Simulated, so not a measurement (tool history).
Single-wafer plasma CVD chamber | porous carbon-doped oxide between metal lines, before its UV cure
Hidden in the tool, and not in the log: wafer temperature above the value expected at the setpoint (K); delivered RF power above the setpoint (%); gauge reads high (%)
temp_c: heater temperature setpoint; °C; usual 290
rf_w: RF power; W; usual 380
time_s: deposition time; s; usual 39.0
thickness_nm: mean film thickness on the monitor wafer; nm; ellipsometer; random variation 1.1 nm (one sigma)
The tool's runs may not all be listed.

run     day  temp_c  rf_w  time_s  wafers since the last listed run  hours since the last thermocouple change  hours since the last RF generator calibration  hours since the showerhead was replaced  hours since the gauge calibration  read-back reference wafer on the same gauge, thickness_nm  thickness_nm
  1   0.000     290   380    39.0                                 0                                    2541.4                                         1101.8                                   3196.1                              540.9                                                    210.842       198.950
  2   2.250     290   380    39.0                              1238                                    2595.4                                         1155.8                                   3250.1                              594.9                                                    211.034       200.576
  3   4.871     290   380    39.0                              1443                                    2658.3                                         1218.7                                   3313.0                              657.8                                                    210.926       198.327
  4   7.104     290   380    39.0                              1229                                    2711.9                                         1272.3                                   3366.6                              711.4                                                    211.132       199.939
  5   9.054     290   380    39.0                              1073                                    2758.7                                         1319.1                                   3413.4                              758.2                                                    210.881       200.325
  6  13.179     290   320    39.0                              2271                                    2857.7                                         1418.1                                   3512.4                              857.2                                                    210.934       165.796
  7  15.171     290   320    39.0                              1096                                    2905.5                                         1465.9                                   3560.2                              905.0                                                    211.034       166.900
  8  17.308     295   380    39.0                              1176                                    2956.8                                         1517.2                                   3611.5                              956.3                                                    211.295       191.307
     19.712  -- showerhead replaced
  9  20.500     284   380    39.0                              1573                                    3033.4                                         1593.8                                     18.9                             1032.9                                                    211.316       204.971
 10  23.117     277   380    46.5                              1440                                    3096.2                                         1656.6                                     81.7                             1095.7                                                    211.360       251.345
     23.800  -- thermocouple changed; heater temperature recalibrated
 11  26.717     284   380    39.0                              1798                                      70.0                                         1743.0                                    168.1                             1182.1                                                    211.030       201.332
 12  29.012     283   415    39.0                              1264                                     125.1                                         1798.1                                    223.2                             1237.2                                                    210.932       221.470
     31.371  -- RF generator calibrated
 13  31.533     282   380    39.0                              1204                                     185.6                                            3.9                                    283.7                             1297.7                                                    210.838       221.965
     31.696  -- gauge calibrated
 14  34.217     281   355    45.9                              1477                                     250.0                                           68.3                                    348.1                               60.5                                                    211.028       243.997
 15  38.029     279   310    35.7                              2099                                     341.5                                          159.8                                    439.6                              152.0                                                    211.132       167.678
 16  41.775     283   380    34.4                              2062                                     431.4                                          249.7                                    529.5                              241.9                                                    210.862       191.160
 17  45.308     281   380    39.0                              1945                                     516.2                                          334.5                                    614.3                              326.7                                                    211.036       221.830
 18  48.946     290   380    39.0                              2002                                     603.5                                          421.8                                    701.6                              414.0                                                    210.905       207.664
 19  52.138     290   325    39.0                              1757                                     680.1                                          498.4                                    778.2                              490.6                                                    211.120       175.473

The tool's hidden state at each run:
wafer temperature above the value expected at the setpoint (K): 0 in every run
gauge reads high (%): 0 in every run
H1: delivered RF power above the setpoint (%)
run       H1
  1    -4.83
  2    -5.05
  3    -5.31
  4    -5.52
  5    -5.71
  6    -6.11
  7     -6.3
  8    -6.51
  9    -6.82
 10    -7.07
 11    -7.42
 12    -7.64
 13  -0.0697
 14    -0.33
 15   -0.699
 16    -1.06
 17     -1.4
 18    -1.76
 19    -2.07

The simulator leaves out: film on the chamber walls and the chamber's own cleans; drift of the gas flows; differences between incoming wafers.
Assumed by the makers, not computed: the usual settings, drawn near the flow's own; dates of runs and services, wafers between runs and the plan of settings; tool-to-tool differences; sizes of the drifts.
